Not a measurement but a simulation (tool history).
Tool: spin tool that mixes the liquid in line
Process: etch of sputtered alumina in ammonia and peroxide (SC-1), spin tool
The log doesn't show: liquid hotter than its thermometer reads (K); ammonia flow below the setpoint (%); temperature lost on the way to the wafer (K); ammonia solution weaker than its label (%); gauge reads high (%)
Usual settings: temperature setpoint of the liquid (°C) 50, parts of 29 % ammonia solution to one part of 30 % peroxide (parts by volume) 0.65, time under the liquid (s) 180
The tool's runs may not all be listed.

run     day  temperature setpoint of the liquid (°C)  parts of 29 % ammonia solution to one part of 30 % peroxide (parts by volume)  time under the liquid (s)  wafers since the last listed run  hours since the thermometer was replaced  hours since the ammonia flow meter was replaced  hours since the heated supply line was repaired  hours since the drum of ammonia solution was connected  hours since the gauge calibration  read-back film thickness of the sputtered alumina reference wafer, read on the same gauge (nm)  thickness taken off the sputtered alumina on a monitor wafer (nm)
  1       0                                       50                                                                           0.65                        180                                 0                                      86.4                                           1983.1                                           1933.5                                                      27                                272                                                                                           99.97                                                              12.92
  2     0.5                                       50                                                                           0.65                        180                               112                                      98.4                                           1995.1                                           1945.5                                                      39                                284                                                                                          100.02                                                              12.86
      0.717  -- heated supply line repaired
      1.612  -- gauge calibrated
  3   2.183                                       50                                                                           0.45                        180                               369                                     138.8                                           2035.5                                             35.2                                                    79.4                               13.7                                                                                           99.95                                                              12.45
  4   2.933                                       50                                                                           0.45                        180                               168                                     156.8                                           2053.5                                             53.2                                                    97.4                               31.7                                                                                          100.01                                                              12.51
  5   3.212                                       50                                                                           0.45                        180                                62                                     163.5                                           2060.2                                             59.9                                                   104.1                               38.4                                                                                          100.01                                                              12.44
  6   3.892                                       55                                                                            0.5                         95                               152                                     179.8                                           2076.5                                             76.2                                                   120.4                               54.7                                                                                           99.99                                                                8.7
  7   4.158                                       45                                                                           0.65                        180                                59                                     186.2                                           2082.9                                             82.6                                                   126.8                               61.1                                                                                             100                                                                9.7
  8   4.417                                       50                                                                           0.65                        180                                58                                     192.4                                           2089.1                                             88.8                                                     133                               67.3                                                                                           99.97                                                              12.92
  9   5.046                                       43                                                                           0.75                        180                               141                                     207.5                                           2104.2                                            103.9                                                   148.1                               82.4                                                                                           99.97                                                               8.79
 10   5.612                                       50                                                                           0.65                        180                               127                                     221.1                                           2117.8                                            117.5                                                   161.7                                 96                                                                                           99.99                                                              12.96
 11   6.325                                       53                                                                           0.65                        180                               160                                     238.2                                           2134.9                                            134.6                                                   178.8                              113.1                                                                                          100.01                                                              15.14
 12   6.692                                     59.5                                                                           0.55                        150                                82                                       247                                           2143.7                                            143.4                                                   187.6                              121.9                                                                                          100.01                                                              17.51
 13   7.133                                     40.5                                                                           0.65                        180                                99                                     257.6                                           2154.3                                              154                                                   198.2                              132.5                                                                                          100.06                                                                7.5
 14   7.708                                       50                                                                           0.95                        180                               129                                     271.4                                           2168.1                                            167.8                                                     212                              146.3                                                                                           99.98                                                              13.34
      8.033  -- ammonia flow meter replaced
 15   8.054                                     43.5                                                                            0.8                        130                                68                                     279.7                                              0.5                                            176.1                                                   220.3                              154.6                                                                                          100.06                                                               6.58
 16   8.433                                       50                                                                           0.65                        180                                85                                     288.8                                              9.6                                            185.2                                                   229.4                              163.7                                                                                          100.05                                                              12.78
 17       9                                       50                                                                           0.65                        180                               127                                     302.4                                             23.2                                            198.8                                                     243                              177.3                                                                                           99.99                                                              12.93
 18   9.462                                       42                                                                            0.5                        220                               103                                     313.5                                             34.3                                            209.9                                                   254.1                              188.4                                                                                           99.99                                                               9.71
 19   9.729                                       50                                                                            0.4                        245                                59                                     319.9                                             40.7                                            216.3                                                   260.5                              194.8                                                                                          100.03                                                              16.58
 20  10.208                                       50                                                                           0.65                        180                               107                                     331.4                                             52.2                                            227.8                                                     272                              206.3                                                                                             100                                                              12.78
     10.262  -- new drum of ammonia solution connected
 21  10.633                                     42.5                                                                           0.35                        210                                86                                     341.6                                             62.4                                              238                                                     8.9                              216.5                                                                                          100.04                                                                9.3
 22  11.229                                       50                                                                           0.65                        220                               133                                     355.9                                             76.7                                            252.3                                                    23.2                              230.8                                                                                          100.03                                                              15.75
 23  11.767                                       57                                                                           0.65                        215                               120                                     368.8                                             89.6                                            265.2                                                    36.1                              243.7                                                                                          100.01                                                               22.5
 24  12.362                                       50                                                                           0.65                        180                               133                                     383.1                                            103.9                                            279.5                                                    50.4                                258                                                                                          100.02                                                              12.91
 25  13.108                                       45                                                                           0.75                        250                               167                                       401                                            121.8                                            297.4                                                    68.3                              275.9                                                                                          100.05                                                               13.7
 26  13.454                                     45.5                                                                            0.5                        135                                77                                     409.3                                            130.1                                            305.7                                                    76.6                              284.2                                                                                          100.03                                                               7.35

Forecast each of these 3 alternatives for the next run:
  A  13.475                                       50                                                                            0.9                        180                                 4                                     409.8                                            130.6                                            306.2                                                    77.1                              284.7                                                                                               ?                                                                  ?
  B  13.475                                     58.5                                                                            0.5                        180                                 4                                     409.8                                            130.6                                            306.2                                                    77.1                              284.7                                                                                               ?                                                                  ?
  C  13.475                                       50                                                                           0.45                        210                                 4                                     409.8                                            130.6                                            306.2                                                    77.1                              284.7                                                                                               ?                                                                  ?

run  read-back film thickness of the sputtered alumina reference wafer, read on the same gauge (nm)  thickness taken off the sputtered alumina on a monitor wafer (nm)
  A                                                                                          100.01                                                              13.32
  B                                                                                          100.01                                                              19.84
  C                                                                                          100.01                                                              14.55
Without the tool's hidden state the same runs would have given:
run  thickness taken off the sputtered alumina on a monitor wafer (nm)
  A                                                              13.39
  B                                                              19.93
  C                                                              14.62
